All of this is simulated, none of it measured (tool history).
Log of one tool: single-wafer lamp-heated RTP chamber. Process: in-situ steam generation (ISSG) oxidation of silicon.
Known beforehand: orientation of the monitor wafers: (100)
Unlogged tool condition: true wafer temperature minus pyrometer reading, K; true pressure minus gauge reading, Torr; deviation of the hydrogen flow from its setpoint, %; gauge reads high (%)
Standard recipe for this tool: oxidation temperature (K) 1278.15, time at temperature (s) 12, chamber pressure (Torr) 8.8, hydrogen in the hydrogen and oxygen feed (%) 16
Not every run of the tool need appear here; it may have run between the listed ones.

run     day  oxidation temperature (K)  time at temperature (s)  chamber pressure (Torr)  hydrogen in the hydrogen and oxygen feed (%)  wafers since the last listed run  wafers since the last pyrometer calibration  hours since the pressure gauge was zeroed  hours since the hydrogen flow controller was replaced  hours since the gauge calibration  read-back reference wafer on the same gauge, thickness  oxide thickness on the monitor wafer (Å)
  1       0                    1278.15                       12                      8.8                                            11                                 0                                         1642                                     2591.1                                                 5061.5                              211.3                                                   4.356                                     35.95
  2   2.804                    1278.15                       12                      8.8                                            11                               525                                         2167                                     2658.4                                                 5128.8                              278.6                                                   4.355                                      36.4
  3   4.492                    1278.15                       12                      8.8                                            11                               315                                         2483                                     2698.9                                                 5169.3                              319.1                                                    4.36                                     36.42
  4   7.225                    1278.15                       12                      8.8                                            16                               511                                         2995                                     2764.5                                                 5234.9                              384.7                                                   4.356                                     39.68
  5   9.912                    1278.15                       12                      8.8                                            16                               503                                         3498                                       2829                                                 5299.4                              449.2                                                   4.354                                     39.99
  6  12.412                    1278.15                       12                      8.8                                            16                               468                                         3966                                       2889                                                 5359.4                              509.2                                                    4.36                                     40.06
  7  15.008                    1278.15                       12                      8.8                                            16                               486                                         4452                                     2951.3                                                 5421.7                              571.5                                                   4.357                                     40.46
  8  16.758                    1278.15                       10                      8.8                                            16                               327                                         4780                                     2993.3                                                 5463.7                              613.5                                                   4.359                                     37.39
     17.567  -- gauge calibrated
  9  19.362                    1278.15                       10                      8.8                                            16                               487                                         5267                                     3055.8                                                 5526.2                               43.1                                                   4.363                                     37.26
     20.271  -- hydrogen flow controller replaced
     20.788  -- pressure gauge zeroed
 10  21.908                    1269.15                        8                      8.8                                            16                               351                                         5619                                       26.9                                                   39.3                              104.2                                                   4.359                                      33.3
 11  23.571                    1278.15                       16                      8.8                                            16                               311                                         5930                                       66.8                                                   79.2                              144.1                                                    4.36                                        47
     23.962  -- pyrometer window cleaned and pyrometer calibrated
 12   25.65                    1278.15                        8                      8.8                                            12                               326                                          316                                      116.7                                                  129.1                                194                                                   4.365                                      30.7
 13  26.667                    1278.15                       12                      8.8                                            16                               190                                          506                                      141.1                                                  153.5                              218.4                                                   4.357                                     39.19
 14  29.121                    1278.15                       12                      8.8                                            16                               459                                          966                                        200                                                  212.4                              277.3                                                    4.36                                     39.08
 15  30.421                    1290.15                       15                      8.8                                            11                               243                                         1209                                      231.2                                                  243.6                              308.5                                                   4.355                                     41.74
 16  32.158                    1278.15                       12                      8.8                                            16                               325                                         1534                                      272.9                                                  285.3                              350.2                                                   4.359                                      39.4
 17    33.3                    1278.15                       12                      8.8                                            11                               213                                         1748                                      300.3                                                  312.7                              377.6                                                    4.36                                     35.77
 18  34.975                    1294.15                       12                      8.8                                            16                               313                                         2062                                      340.5                                                  352.9                              417.8                                                   4.362                                     41.72
 19   36.65                    1278.15                       12                      7.9                                            20                               313                                         2375                                      380.7                                                  393.1                                458                                                    4.36                                     41.49

Branching from run 19: 5 alternative next runs. What would each branch give?
  A  36.667                    1278.15                       12                      8.8                                            16                                 3                                         2378                                      381.1                                                  393.5                              458.4                                                       ?                                         ?
  B  36.667                    1278.15                       14                      9.3                                            16                                 3                                         2378                                      381.1                                                  393.5                              458.4                                                       ?                                         ?
  C  36.667                    1283.15                       12                      7.8                                            25                                 3                                         2378                                      381.1                                                  393.5                              458.4                                                       ?                                         ?
  D  36.667                    1292.15                       12                      8.3                                            16                                 3                                         2378                                      381.1                                                  393.5                              458.4                                                       ?                                         ?
  E  36.667                    1262.15                       14                      7.6                                            16                                 3                                         2378                                      381.1                                                  393.5                              458.4                                                       ?                                         ?

run  read-back reference wafer on the same gauge, thickness  oxide thickness on the monitor wafer (Å)
  A                                                   4.364                                     38.68
  B                                                   4.364                                     41.26
  C                                                   4.364                                     44.25
  D                                                   4.364                                     40.92
  E                                                   4.364                                     39.22
With no hidden state in the tool, these same runs would have given:
run  oxide thickness on the monitor wafer (Å)
  A                                     38.39
  B                                     40.93
  C                                     43.89
  D                                     40.57
  E                                     38.94
